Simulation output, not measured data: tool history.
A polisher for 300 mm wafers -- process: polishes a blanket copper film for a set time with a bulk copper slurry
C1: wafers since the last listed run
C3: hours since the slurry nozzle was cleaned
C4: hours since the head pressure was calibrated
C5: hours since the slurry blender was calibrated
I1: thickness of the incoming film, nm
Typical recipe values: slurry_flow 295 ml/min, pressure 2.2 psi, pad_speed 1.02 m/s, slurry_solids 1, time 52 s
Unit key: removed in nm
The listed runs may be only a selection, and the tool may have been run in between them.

Run 1, hour 0: usual settings but slurry_solids 1.05; C1 0; wafers polished on this pad 1317; C3 76.5; C4 515; C5 170; I1 2275.2. Result: removed 348.2 nm.
At hour 14.9: head pressure recalibrated.
Run 2, hour 17.1: usual settings but slurry_solids 1.05; C1 153; wafers polished on this pad 1470; C3 93.6; C4 2.2; C5 187.1; I1 2267.7. Result: removed 346.5 nm.
Run 3, hour 47.6: usual settings but pressure 1.7 psi; C1 309; wafers polished on this pad 1779; C3 124.1; C4 32.7; C5 217.6; I1 2285.4. Result: removed 264.6 nm.
At hour 50.1: slurry blender recalibrated.
Run 4, hour 71.3: usual settings but pressure 1.7 psi; C1 219; wafers polished on this pad 1999; C3 147.8; C4 56.4; C5 21.2; I1 2281.3. Result: removed 283.9 nm.
Run 5, hour 103.7: usual settings but pressure 1.8 psi; C1 328; wafers polished on this pad 2327; C3 180.2; C4 88.8; C5 53.6; I1 2297.4. Result: removed 292.7 nm.
Run 6, hour 119.1: usual settings; C1 156; wafers polished on this pad 2483; C3 195.6; C4 104.2; C5 69; I1 2268.8. Result: removed 360.3 nm.
At hour 137.7: worn pad replaced by a new one.
Run 7, hour 138.9: usual settings; C1 160; wafers polished on this pad 11; C3 215.4; C4 124; C5 88.8; I1 2299. Result: removed 343.4 nm.
Run 8, hour 162.3: usual settings; C1 237; wafers polished on this pad 249; C3 238.8; C4 147.4; C5 112.2; I1 2290.1. Result: removed 347.5 nm.
Run 9, hour 184.7: usual settings but pad_speed 0.72 m/s; C1 226; wafers polished on this pad 476; C3 261.2; C4 169.8; C5 134.6; I1 2319.3. Result: removed 260.2 nm.
Run 10, hour 217.6: usual settings but pad_speed 1.18 m/s; C1 333; wafers polished on this pad 809; C3 294.1; C4 202.7; C5 167.5; I1 2321.2. Result: removed 386.8 nm.
Run 11, hour 238.9: usual settings but slurry_solids 0.85, time 44 s; C1 215; wafers polished on this pad 1025; C3 315.4; C4 224; C5 188.8; I1 2333.3. Result: removed 275.3 nm.
Run 12, hour 257.2: usual settings but pressure 2.9 psi, pad_speed 0.8 m/s, slurry_solids 1.2, time 65 s; C1 185; wafers polished on this pad 1210; C3 333.7; C4 242.3; C5 207.1; I1 2300.2. Result: removed 478.5 nm.
At hour 269.5: slurry blender recalibrated.
Run 13, hour 287.5: usual settings; C1 286; wafers polished on this pad 1497; C3 364; C4 272.6; C5 18; I1 2263.1. Result: removed 366.8 nm.
Run 14, hour 309.5: usual settings but time 46 s; C1 222; wafers polished on this pad 1720; C3 386; C4 294.6; C5 40; I1 2308.7. Result: removed 311.4 nm.
Run 15, hour 340.8: usual settings but slurry_flow 195 ml/min, pressure 2.6 psi, slurry_solids 1.1, time 65 s; C1 317; wafers polished on this pad 2037; C3 417.3; C4 325.9; C5 71.3; I1 2256.5. Result: removed 520.6 nm.
Run 16, hour 363.1: usual settings but pressure 2.8 psi, slurry_solids 0.7; C1 225; wafers polished on this pad 2263; C3 439.6; C4 348.2; C5 93.6; I1 2306.7. Result: removed 412.6 nm.
At hour 381.5: worn pad replaced by a new one.
Run 17, hour 389.6: usual settings but pressure 1.8 psi, time 58 s; C1 227; wafers polished on this pad 82; C3 466.1; C4 374.7; C5 120.1; I1 2310.1. Result: removed 321.4 nm.
Run 18, hour 423: usual settings; C1 338; wafers polished on this pad 420; C3 499.5; C4 408.1; C5 153.5; I1 2258.1. Result: removed 339.2 nm.
Run 19, hour 446.6: usual settings but slurry_flow 320 ml/min, pad_speed 0.82 m/s, time 67 s; C1 239; wafers polished on this pad 659; C3 523.1; C4 431.7; C5 177.1; I1 2288.4. Result: removed 365.6 nm.
Run 20, hour 469.1: usual settings but slurry_flow 240 ml/min, pressure 1.6 psi; C1 227; wafers polished on this pad 887; C3 545.6; C4 454.2; C5 199.6; I1 2283.5. Result: removed 238.8 nm.
At hour 478: slurry nozzle cleaned.
Run 21, hour 488.8: usual settings but pressure 2.6 psi, pad_speed 1.12 m/s, time 40 s; C1 189; wafers polished on this pad 1077; C3 10.8; C4 473.9; C5 219.3; I1 2266. Result: removed 324.5 nm.
At hour 503.5: slurry blender recalibrated.
At hour 511: head pressure recalibrated.
Run 22, hour 514.3: usual settings but pad_speed 0.76 m/s, time 68 s; C1 217; wafers polished on this pad 1295; C3 36.3; C4 3.3; C5 10.8; I1 2273.3. Result: removed 375 nm.
Run 23, hour 531.7: usual settings but slurry_flow 230 ml/min, pressure 2.7 psi, time 35 s; C1 176; wafers polished on this pad 1471; C3 53.7; C4 20.7; C5 28.2; I1 2297.8. Result: removed 294.8 nm.
Run 24, hour 567.1: usual settings but pad_speed 0.78 m/s; C1 358; wafers polished on this pad 1830; C3 89.1; C4 56.1; C5 63.6; I1 2250.7. Result: removed 286.6 nm.
Run 25, hour 593.2: usual settings; C1 264; wafers polished on this pad 2094; C3 115.2; C4 82.2; C5 89.7; I1 2247.6. Result: removed 352.3 nm.
At hour 602.8: worn pad replaced by a new one.
Run 26, hour 623.3: usual settings; C1 264; wafers polished on this pad 208; C3 145.3; C4 112.3; C5 119.8; I1 2270.1. Result: removed 347.4 nm.
Run 27, hour 654.1: usual settings but pressure 1.8 psi, pad_speed 1.16 m/s, time 35 s; C1 312; wafers polished on this pad 520; C3 176.1; C4 143.1; C5 150.6; I1 2278.2. Result: removed 216.4 nm.
Run 28, hour 681: usual settings but slurry_solids 0.9, time 60 s; C1 272; wafers polished on this pad 792; C3 203; C4 170; C5 177.5; I1 2257.4. Result: removed 387.3 nm.
Run 29, hour 703: usual settings but slurry_flow 340 ml/min; C1 222; wafers polished on this pad 1015; C3 225; C4 192; C5 199.5; I1 2266.6. Result: removed 343.7 nm.
Run 30, hour 722: usual settings; C1 192; wafers polished on this pad 1208; C3 244; C4 211; C5 218.5; I1 2313.4. Result: removed 344.2 nm.
Run 31, hour 753.4: usual settings but slurry_flow 190 ml/min, pad_speed 0.74 m/s, slurry_solids 1.1; C1 318; wafers polished on this pad 1526; C3 275.4; C4 242.4; C5 249.9; I1 2301. Result: removed 260 nm.

For each run, what was the tool's unlogged condition?
removal rate lost through wear of the pad, %: 0 in every run
slurry flow missing at the pad, %: 0 in every run
deviation of the head's pressure from its setpoint, %: 0 in every run
H1: abrasive missing from the slurry, %
run    H1
  1  33.3
  2  34.1
  3  35.2
  4  11.5
  5  20.7
  6  23.9
  7  27.2
  8  30.2
  9  32.4
 10  34.7
 11  35.7
 12  36.4
 13  11.3
 14  18.2
 15  25.3
 16  28.9
 17    32
 18  34.7
 19  36.1
 20    37
 21  37.7
 22  5.02
 23  11.2
 24  20.2
 25  24.7
 26  28.4
 27    31
 28  32.5
 29  33.5
 30  34.1
 31  34.9
